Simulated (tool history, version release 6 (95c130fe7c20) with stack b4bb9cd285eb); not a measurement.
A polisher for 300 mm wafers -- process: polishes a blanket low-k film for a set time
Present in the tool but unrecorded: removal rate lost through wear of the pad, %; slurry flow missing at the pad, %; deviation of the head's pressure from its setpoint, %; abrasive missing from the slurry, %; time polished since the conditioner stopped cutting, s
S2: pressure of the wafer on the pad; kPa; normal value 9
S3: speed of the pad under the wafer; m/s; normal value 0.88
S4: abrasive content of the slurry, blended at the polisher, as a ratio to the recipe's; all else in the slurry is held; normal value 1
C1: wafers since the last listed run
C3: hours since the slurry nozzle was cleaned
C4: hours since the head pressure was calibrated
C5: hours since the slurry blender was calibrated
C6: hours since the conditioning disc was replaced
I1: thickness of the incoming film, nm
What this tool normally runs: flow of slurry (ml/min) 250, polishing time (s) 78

{"run": 1, "day": 0.0, "flow of slurry (ml/min)": 250, "S2": 9, "S3": 0.88, "S4": 1, "polishing time (s)": 78, "C1": 0, "wafers polished on this pad": 794, "C3": 288.5, "C4": 77, "C5": 188.9, "C6": 187.7, "I1": 608.1, "film removed (Å)": 162}
{"day": 1.388, "done": "slurry nozzle cleaned"}
{"run": 2, "day": 2.942, "flow of slurry (ml/min)": 250, "S2": 9, "S3": 0.88, "S4": 1.25, "polishing time (s)": 78, "C1": 589, "wafers polished on this pad": 1384, "C3": 37.3, "C4": 147.6, "C5": 259.5, "C6": 258.3, "I1": 595.9, "film removed (Å)": 176}
{"day": 3.542, "done": "slurry blender recalibrated"}
{"day": 4.792, "done": "conditioning disc replaced and pad reconditioned"}
{"run": 3, "day": 5.9, "flow of slurry (ml/min)": 250, "S2": 9, "S3": 0.88, "S4": 1.25, "polishing time (s)": 78, "C1": 567, "wafers polished on this pad": 1952, "C3": 108.3, "C4": 218.6, "C5": 56.6, "C6": 26.6, "I1": 618, "film removed (Å)": 183}
{"run": 4, "day": 8.017, "flow of slurry (ml/min)": 250, "S2": 9, "S3": 0.88, "S4": 1.25, "polishing time (s)": 78, "C1": 430, "wafers polished on this pad": 2382, "C3": 159.1, "C4": 269.4, "C5": 107.4, "C6": 77.4, "I1": 605.7, "film removed (Å)": 180}
{"day": 8.458, "done": "worn pad replaced by a new one, of another model than before"}
{"run": 5, "day": 10.025, "flow of slurry (ml/min)": 250, "S2": 9, "S3": 0.88, "S4": 1, "polishing time (s)": 78, "C1": 374, "wafers polished on this pad": 318, "C3": 207.3, "C4": 317.6, "C5": 155.6, "C6": 125.6, "I1": 616.8, "film removed (Å)": 161}
{"run": 6, "day": 11.138, "flow of slurry (ml/min)": 250, "S2": 9, "S3": 0.88, "S4": 1, "polishing time (s)": 78, "C1": 226, "wafers polished on this pad": 545, "C3": 234, "C4": 344.3, "C5": 182.3, "C6": 152.3, "I1": 602.9, "film removed (Å)": 161}
{"run": 7, "day": 12.65, "flow of slurry (ml/min)": 250, "S2": 8.3, "S3": 0.88, "S4": 1, "polishing time (s)": 59, "C1": 307, "wafers polished on this pad": 852, "C3": 270.3, "C4": 380.6, "C5": 218.6, "C6": 188.6, "I1": 623.2, "film removed (Å)": 116}
{"run": 8, "day": 13.708, "flow of slurry (ml/min)": 250, "S2": 8.3, "S3": 0.88, "S4": 1, "polishing time (s)": 59, "C1": 215, "wafers polished on this pad": 1068, "C3": 295.7, "C4": 406, "C5": 244, "C6": 214, "I1": 622.3, "film removed (Å)": 115}
{"day": 16.029, "done": "slurry nozzle cleaned"}
{"run": 9, "day": 16.221, "flow of slurry (ml/min)": 250, "S2": 8.3, "S3": 0.88, "S4": 1, "polishing time (s)": 59, "C1": 502, "wafers polished on this pad": 1570, "C3": 4.6, "C4": 466.3, "C5": 304.3, "C6": 274.3, "I1": 608.8, "film removed (Å)": 112}
{"day": 18.342, "done": "slurry blender recalibrated"}
{"run": 10, "day": 18.833, "flow of slurry (ml/min)": 250, "S2": 9, "S3": 0.88, "S4": 1, "polishing time (s)": 78, "C1": 514, "wafers polished on this pad": 2085, "C3": 67.3, "C4": 529, "C5": 11.8, "C6": 337, "I1": 613.1, "film removed (Å)": 152}
{"day": 19.062, "done": "conditioning disc replaced and pad reconditioned"}
{"run": 11, "day": 20.538, "flow of slurry (ml/min)": 250, "S2": 8.3, "S3": 0.88, "S4": 1.2, "polishing time (s)": 60, "C1": 329, "wafers polished on this pad": 2414, "C3": 108.2, "C4": 569.9, "C5": 52.7, "C6": 35.4, "I1": 598.1, "film removed (Å)": 130}
{"day": 23.333, "done": "worn pad replaced by a new one"}
{"run": 12, "day": 28.488, "flow of slurry (ml/min)": 250, "S2": 9, "S3": 0.88, "S4": 1, "polishing time (s)": 78, "C1": 1583, "wafers polished on this pad": 1048, "C3": 299, "C4": 760.7, "C5": 243.5, "C6": 226.2, "I1": 599.7, "film removed (Å)": 156}
{"day": 29.25, "done": "slurry nozzle cleaned"}
{"day": 29.954, "done": "slurry blender recalibrated"}
{"run": 13, "day": 31.45, "flow of slurry (ml/min)": 250, "S2": 9, "S3": 1.1, "S4": 1, "polishing time (s)": 78, "C1": 577, "wafers polished on this pad": 1625, "C3": 52.8, "C4": 831.8, "C5": 35.9, "C6": 297.3, "I1": 601.6, "film removed (Å)": 187}
{"day": 33.112, "done": "conditioning disc replaced and pad reconditioned"}
{"run": 14, "day": 33.583, "flow of slurry (ml/min)": 335, "S2": 9.7, "S3": 0.88, "S4": 1, "polishing time (s)": 78, "C1": 417, "wafers polished on this pad": 2042, "C3": 104, "C4": 883, "C5": 87.1, "C6": 11.3, "I1": 614.6, "film removed (Å)": 175}
{"run": 15, "day": 34.721, "flow of slurry (ml/min)": 250, "S2": 9, "S3": 0.88, "S4": 1, "polishing time (s)": 78, "C1": 231, "wafers polished on this pad": 2274, "C3": 131.3, "C4": 910.3, "C5": 114.4, "C6": 38.6, "I1": 605.8, "film removed (Å)": 164}
{"run": 16, "day": 36.683, "flow of slurry (ml/min)": 250, "S2": 9, "S3": 0.88, "S4": 1, "polishing time (s)": 78, "C1": 399, "wafers polished on this pad": 2673, "C3": 178.4, "C4": 957.4, "C5": 161.5, "C6": 85.7, "I1": 619.3, "film removed (Å)": 159}
{"day": 37.871, "done": "worn pad replaced by a new one"}
{"day": 38.354, "done": "head pressure recalibrated"}
{"run": 17, "day": 39.208, "flow of slurry (ml/min)": 250, "S2": 9, "S3": 0.88, "S4": 1, "polishing time (s)": 78, "C1": 462, "wafers polished on this pad": 255, "C3": 239, "C4": 20.5, "C5": 222.1, "C6": 146.3, "I1": 616.8, "film removed (Å)": 160}
{"run": 18, "day": 42.029, "flow of slurry (ml/min)": 250, "S2": 9, "S3": 0.88, "S4": 1, "polishing time (s)": 64, "C1": 573, "wafers polished on this pad": 829, "C3": 306.7, "C4": 88.2, "C5": 289.8, "C6": 214, "I1": 616.2, "film removed (Å)": 128}
{"day": 43.612, "done": "slurry nozzle cleaned"}
{"run": 19, "day": 44.417, "flow of slurry (ml/min)": 250, "S2": 12.4, "S3": 0.66, "S4": 1.1, "polishing time (s)": 78, "C1": 477, "wafers polished on this pad": 1306, "C3": 19.3, "C4": 145.5, "C5": 347.1, "C6": 271.3, "I1": 614.7, "film removed (Å)": 147}
{"day": 45.262, "done": "slurry blender recalibrated"}
{"day": 46.35, "done": "conditioning disc replaced and pad reconditioned"}
{"run": 20, "day": 47.175, "flow of slurry (ml/min)": 250, "S2": 9, "S3": 0.88, "S4": 1, "polishing time (s)": 78, "C1": 527, "wafers polished on this pad": 1833, "C3": 85.5, "C4": 211.7, "C5": 45.9, "C6": 19.8, "I1": 605.8, "film removed (Å)": 162}
{"run": 21, "day": 48.204, "flow of slurry (ml/min)": 180, "S2": 10.3, "S3": 1, "S4": 1, "polishing time (s)": 86, "C1": 209, "wafers polished on this pad": 2043, "C3": 110.2, "C4": 236.4, "C5": 70.6, "C6": 44.5, "I1": 616.2, "film removed (Å)": 195}
{"day": 50.317, "done": "worn pad replaced by a new one"}
{"run": 22, "day": 50.338, "flow of slurry (ml/min)": 250, "S2": 9, "S3": 0.88, "S4": 1, "polishing time (s)": 78, "C1": 400, "wafers polished on this pad": 4, "C3": 161.4, "C4": 287.6, "C5": 121.8, "C6": 95.7, "I1": 610.6, "film removed (Å)": 161}
{"run": 23, "day": 52.446, "flow of slurry (ml/min)": 250, "S2": 11, "S3": 1.02, "S4": 1.1, "polishing time (s)": 100, "C1": 428, "wafers polished on this pad": 433, "C3": 212, "C4": 338.2, "C5": 172.4, "C6": 146.3, "I1": 604.3, "film removed (Å)": 283}
{"day": 55.758, "done": "slurry nozzle cleaned"}
{"day": 58.35, "done": "slurry blender recalibrated"}
{"day": 60.208, "done": "conditioning disc replaced and pad reconditioned"}
{"run": 24, "day": 61.096, "flow of slurry (ml/min)": 280, "S2": 6.2, "S3": 1.08, "S4": 1, "polishing time (s)": 99, "C1": 1717, "wafers polished on this pad": 2150, "C3": 128.1, "C4": 545.8, "C5": 65.9, "C6": 21.3, "I1": 616.8, "film removed (Å)": 213}

5 ways to go on from here, each from the tool as it stands after run 24. What would each give?
{"run": "A", "day": 61.112, "flow of slurry (ml/min)": 250, "S2": 9, "S3": 0.88, "S4": 1, "polishing time (s)": 78, "C1": 3, "wafers polished on this pad": 2153, "C3": 128.5, "C4": 546.2, "C5": 66.3, "C6": 21.7, "I1": 611.7, "film removed (Å)": "?"}
{"run": "B", "day": 61.112, "flow of slurry (ml/min)": 250, "S2": 9, "S3": 0.88, "S4": 1.15, "polishing time (s)": 78, "C1": 3, "wafers polished on this pad": 2153, "C3": 128.5, "C4": 546.2, "C5": 66.3, "C6": 21.7, "I1": 611.7, "film removed (Å)": "?"}
{"run": "C", "day": 61.112, "flow of slurry (ml/min)": 250, "S2": 7.6, "S3": 1.1, "S4": 1.25, "polishing time (s)": 78, "C1": 3, "wafers polished on this pad": 2153, "C3": 128.5, "C4": 546.2, "C5": 66.3, "C6": 21.7, "I1": 611.7, "film removed (Å)": "?"}
{"run": "D", "day": 61.112, "flow of slurry (ml/min)": 250, "S2": 9, "S3": 0.88, "S4": 1, "polishing time (s)": 63, "C1": 3, "wafers polished on this pad": 2153, "C3": 128.5, "C4": 546.2, "C5": 66.3, "C6": 21.7, "I1": 611.7, "film removed (Å)": "?"}
{"run": "E", "day": 61.112, "flow of slurry (ml/min)": 305, "S2": 10.3, "S3": 0.88, "S4": 0.9, "polishing time (s)": 78, "C1": 3, "wafers polished on this pad": 2153, "C3": 128.5, "C4": 546.2, "C5": 66.3, "C6": 21.7, "I1": 611.7, "film removed (Å)": "?"}

run=A film_removed_(Å)=160
run=B film_removed_(Å)=172
run=C film_removed_(Å)=200
run=D film_removed_(Å)=130
run=E film_removed_(Å)=171
Had the tool no hidden state, the same runs would have come out as:
run=A film_removed_(Å)=161
run=B film_removed_(Å)=173
run=C film_removed_(Å)=202
run=D film_removed_(Å)=130
run=E film_removed_(Å)=172
